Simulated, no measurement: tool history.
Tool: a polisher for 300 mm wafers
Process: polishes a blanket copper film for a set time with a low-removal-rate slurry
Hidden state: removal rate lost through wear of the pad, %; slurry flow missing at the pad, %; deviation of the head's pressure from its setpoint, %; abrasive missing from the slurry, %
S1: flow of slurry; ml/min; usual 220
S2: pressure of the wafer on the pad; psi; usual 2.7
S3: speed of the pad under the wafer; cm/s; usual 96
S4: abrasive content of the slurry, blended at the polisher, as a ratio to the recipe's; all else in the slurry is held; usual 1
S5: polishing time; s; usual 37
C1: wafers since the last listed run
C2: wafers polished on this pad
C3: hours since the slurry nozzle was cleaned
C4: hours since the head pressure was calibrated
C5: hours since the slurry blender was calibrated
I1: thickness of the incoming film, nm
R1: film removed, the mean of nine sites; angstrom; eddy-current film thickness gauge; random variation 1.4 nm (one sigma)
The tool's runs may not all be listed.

Run 1, hour 0: usual settings but S2 2.2 psi; C1 0; C2 2378; C3 395; C4 266.8; C5 163.8; I1 708.6. Result: R1 816 angstrom.
Run 2, hour 62.4: usual settings but S2 2.2 psi; C1 935; C2 3314; C3 457.4; C4 329.2; C5 226.2; I1 702. Result: R1 789 angstrom.
Run 3, hour 124.1: usual settings; C1 924; C2 4239; C3 519.1; C4 390.9; C5 287.9; I1 710. Result: R1 934 angstrom.
Run 4, hour 180.7: usual settings but S3 122 cm/s; C1 848; C2 5087; C3 575.7; C4 447.5; C5 344.5; I1 715. Result: R1 1135 angstrom.
Run 5, hour 216.9: usual settings but S3 122 cm/s; C1 542; C2 5630; C3 611.9; C4 483.7; C5 380.7; I1 699.8. Result: R1 1122 angstrom.
At hour 223.8: head pressure recalibrated.
Run 6, hour 258.8: usual settings; C1 598; C2 6228; C3 653.8; C4 35; C5 422.6; I1 707.3. Result: R1 876 angstrom.
At hour 278.3: worn pad replaced by a new one.
Run 7, hour 327.6: usual settings; C1 971; C2 739; C3 722.6; C4 103.8; C5 491.4; I1 704.6. Result: R1 957 angstrom.
At hour 364.9: slurry blender recalibrated.
Run 8, hour 394.8: usual settings but S3 128 cm/s, S4 0.9; C1 977; C2 1716; C3 789.8; C4 171; C5 29.9; I1 718.3. Result: R1 1379 angstrom.
Run 9, hour 426.9: usual settings but S2 2.3 psi, S5 32 s; C1 481; C2 2198; C3 821.9; C4 203.1; C5 62; I1 709. Result: R1 782 angstrom.
Run 10, hour 458.2: usual settings but S1 190 ml/min, S2 3 psi, S4 1.15; C1 469; C2 2667; C3 853.2; C4 234.4; C5 93.3; I1 696.7. Result: R1 1190 angstrom.
At hour 460.2: slurry nozzle cleaned.
Run 11, hour 511.3: usual settings but S1 295 ml/min, S4 1.2; C1 781; C2 3448; C3 51.1; C4 287.5; C5 146.4; I1 700. Result: R1 1063 angstrom.
Run 12, hour 542.2: usual settings but S1 270 ml/min, S2 3.5 psi, S4 0.8, S5 27 s; C1 463; C2 3911; C3 82; C4 318.4; C5 177.3; I1 703.2. Result: R1 872 angstrom.
Run 13, hour 588.4: usual settings but S1 175 ml/min; C1 692; C2 4604; C3 128.2; C4 364.6; C5 223.5; I1 709.2. Result: R1 935 angstrom.
At hour 638.8: head pressure recalibrated.
Run 14, hour 643.8: usual settings but S1 180 ml/min, S4 0.8; C1 800; C2 5404; C3 183.6; C4 5; C5 278.9; I1 706.4. Result: R1 830 angstrom.
At hour 697.7: worn pad replaced by a new one.
Run 15, hour 702.3: usual settings but S5 50 s; C1 817; C2 69; C3 242.1; C4 63.5; C5 337.4; I1 704.6. Result: R1 1304 angstrom.
Run 16, hour 729.2: usual settings but S1 155 ml/min, S4 1.2; C1 403; C2 472; C3 269; C4 90.4; C5 364.3; I1 709.2. Result: R1 1012 angstrom.
Run 17, hour 793: usual settings; C1 956; C2 1428; C3 332.8; C4 154.2; C5 428.1; I1 698.4. Result: R1 967 angstrom.
At hour 803.1: slurry blender recalibrated.
Run 18, hour 825.5: usual settings; C1 457; C2 1886; C3 365.3; C4 186.7; C5 22.4; I1 713.4. Result: R1 1088 angstrom.
Run 19, hour 852.1: usual settings but S2 1.9 psi, S4 0.7, S5 26 s; C1 398; C2 2284; C3 391.9; C4 213.3; C5 49; I1 709.5. Result: R1 464 angstrom.
Run 20, hour 1006: usual settings but S3 106 cm/s, S4 1.25, S5 47 s; C1 2307; C2 4592; C3 545.8; C4 367.2; C5 202.9; I1 710.8. Result: R1 1420 angstrom.
At hour 1035.5: head pressure recalibrated.
Run 21, hour 1054.7: usual settings but S1 280 ml/min, S2 3.1 psi, S3 106 cm/s; C1 700; C2 5292; C3 594.5; C4 19.2; C5 251.6; I1 708.8. Result: R1 1176 angstrom.
Run 22, hour 1088.4: usual settings; C1 505; C2 5797; C3 628.2; C4 52.9; C5 285.3; I1 713.1. Result: R1 877 angstrom.
At hour 1146.6: worn pad replaced by a new one.
Run 23, hour 1152.3: usual settings but S4 0.75; C1 897; C2 84; C3 692.1; C4 116.8; C5 349.2; I1 710.8. Result: R1 919 angstrom.
At hour 1239.4: slurry blender recalibrated.
At hour 1349.7: slurry nozzle cleaned.
Run 24, hour 1354.4: usual settings but S1 245 ml/min, S3 82 cm/s; C1 2984; C2 3069; C3 4.7; C4 318.9; C5 115; I1 716.9. Result: R1 876 angstrom.
Run 25, hour 1393.2: usual settings; C1 581; C2 3651; C3 43.5; C4 357.7; C5 153.8; I1 709. Result: R1 992 angstrom.
Run 26, hour 1426.8: usual settings but S1 270 ml/min, S5 48 s; C1 503; C2 4154; C3 77.1; C4 391.3; C5 187.4; I1 714.8. Result: R1 1276 angstrom.
Run 27, hour 1493.8: usual settings but S2 2.2 psi, S3 84 cm/s, S5 48 s; C1 1004; C2 5159; C3 144.1; C4 458.3; C5 254.4; I1 708.9. Result: R1 865 angstrom.
At hour 1532.2: head pressure recalibrated.
Run 28, hour 1550.3: usual settings but S4 1.1; C1 817; C2 5976; C3 200.6; C4 18.1; C5 310.9; I1 717. Result: R1 928 angstrom.
At hour 1580.2: worn pad replaced by a new one.
Run 29, hour 1617: usual settings but S4 1.25, S5 34 s; C1 939; C2 552; C3 267.3; C4 84.8; C5 377.6; I1 705.3. Result: R1 960 angstrom.
At hour 1636.1: slurry blender recalibrated.
Run 30, hour 1651: usual settings but S1 150 ml/min, S2 2.2 psi, S4 0.9, S5 33 s; C1 479; C2 1032; C3 301.3; C4 118.8; C5 14.9; I1 702.4. Result: R1 739 angstrom.

The same runs without the tool's hidden state, with the same run-to-run variation:
run    R1
  1   916
  2   914
  3  1118
  4  1399
  5  1409
  6  1127
  7  1124
  8  1440
  9   837
 10  1303
 11  1207
 12  1004
 13  1112
 14  1017
 15  1506
 16  1177
 17  1132
 18  1140
 19   496
 20  1694
 21  1442
 22  1100
 23  1039
 24   967
 25  1123
 26  1476
 27  1044
 28  1164
 29  1104
 30   753
